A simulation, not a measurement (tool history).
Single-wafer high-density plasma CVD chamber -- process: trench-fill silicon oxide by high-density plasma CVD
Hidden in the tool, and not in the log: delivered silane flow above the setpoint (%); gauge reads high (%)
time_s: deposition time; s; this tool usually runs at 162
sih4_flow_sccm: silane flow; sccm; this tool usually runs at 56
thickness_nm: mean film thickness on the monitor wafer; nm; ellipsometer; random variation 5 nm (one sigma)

run,day,time_s,sih4_flow_sccm,wafers since the last listed run,hours since the silane flow controller was replaced,hours since the gauge calibration,"read-back reference wafer on the same gauge, thickness_nm",thickness_nm
1,0,162,56,0,2922.6,1327.1,1047.614,933.934
2,1.633,162,56,237,2961.8,1366.3,1047.314,938.725
3,5.796,162,64,605,3061.7,1466.2,1047.654,1025.195
4,7.696,162,64,276,3107.3,1511.8,1048.404,1029.435
5,11.15,162,64,502,3190.2,1594.7,1047.547,1034.664
6,14.371,162,56,468,3267.5,1672,1047.982,940.755
7,16.746,162,56,345,3324.5,1729,1046.704,934.596
# day 20.488: gauge calibrated
8,30.029,162,56,1932,3643.3,229,1049.298,935.519
9,31.892,162,56,271,3688,273.7,1048.006,938.856
10,33.742,162,56,269,3732.4,318.1,1047.291,934.621
11,35.962,162,56,323,3785.7,371.4,1046.867,933.782
12,40.017,162,56,589,3883,468.7,1047.819,935.296
13,43.271,162,56,473,3961.1,546.8,1047.752,932.861
14,46.588,162,56,482,4040.7,626.4,1048.488,938.279
15,48.65,162,56,300,4090.2,675.9,1047.705,934.507
16,51.496,162,56,414,4158.5,744.2,1048.135,931.627
17,55.425,162,56,571,4252.8,838.5,1047.834,931.693
18,64.838,162,62,1369,4478.7,1064.4,1048.716,992.93
19,68.862,162,62,585,4575.3,1161,1046.762,994.087
20,72.342,162,56,506,4658.8,1244.5,1048.066,938.508
21,77.171,162,56,702,4774.7,1360.4,1047.895,930.831
22,79.442,162,56,330,4829.2,1414.9,1048.075,929.07
23,83.833,151,47,639,4934.6,1520.3,1047.112,775.54
24,86.367,141,50,368,4995.4,1581.1,1048.878,743.309
25,88.117,187,45,254,5037.4,1623.1,1047.767,929.933
26,91.767,131,56,531,5125,1710.7,1047.343,751.174
27,95.008,184,65,471,5202.8,1788.5,1048.949,1176.3
28,99.229,137,56,614,5304.1,1889.8,1048.761,787.023
29,103.675,162,56,646,5410.8,1996.5,1048.47,942.485
# day 105.067: gauge calibrated
# day 114.004: silane flow controller replaced
30,114.154,184,56,1476,3.6,218.1,1047.464,1104.471
31,117.362,162,46,466,80.6,295.1,1046.796,849.346
32,120.046,131,45,390,145,359.5,1047.457,673.787
33,123.054,162,50,437,217.2,431.7,1047.576,895.686
34,125.479,178,50,352,275.4,489.9,1047.965,983.575
35,129.329,180,52,560,367.8,582.3,1048.901,1018.726
36,131.017,162,67,245,408.3,622.8,1047.3,1094.986
37,132.733,162,56,249,449.5,664,1047.911,954.762
38,137.204,162,56,650,556.8,771.3,1048.432,951.642
39,139.092,191,56,274,602.1,816.6,1047.857,1124.558
40,142.154,171,61,445,675.6,890.1,1048.299,1068.402
41,144.396,180,56,326,729.4,943.9,1048.244,1060.943
42,148.404,162,56,583,825.6,1040.1,1047.243,956.51
43,151.533,148,46,455,900.7,1115.2,1047.704,767.432
44,154.458,162,56,425,970.9,1185.4,1047.004,957.126

Some steps in thickness_nm, run to run, broken into two amounts with sign: the step expected even without the hidden condition (settings, incoming material, random variation), and the rest, left for the hidden condition together with whatever gauge scatter is not in both the measured and the hidden-condition-free result:
Run 26 -> 27: time_s 131 -> 184, sih4_flow_sccm 56 -> 65. thickness_nm +425.126 nm: hidden state -15.501, all else +440.627.
Run 27 -> 28: time_s 184 -> 137, sih4_flow_sccm 65 -> 56. thickness_nm -389.277 nm: hidden state +14.053, all else -403.33.
Run 29 -> 30: time_s 162 -> 184, gauge calibrated, silane flow controller replaced. thickness_nm +161.986 nm: hidden state +39.843, all else +122.143.
Run 30 -> 31: time_s 184 -> 162, sih4_flow_sccm 56 -> 46. thickness_nm -255.125 nm: hidden state -2.71, all else -252.415.
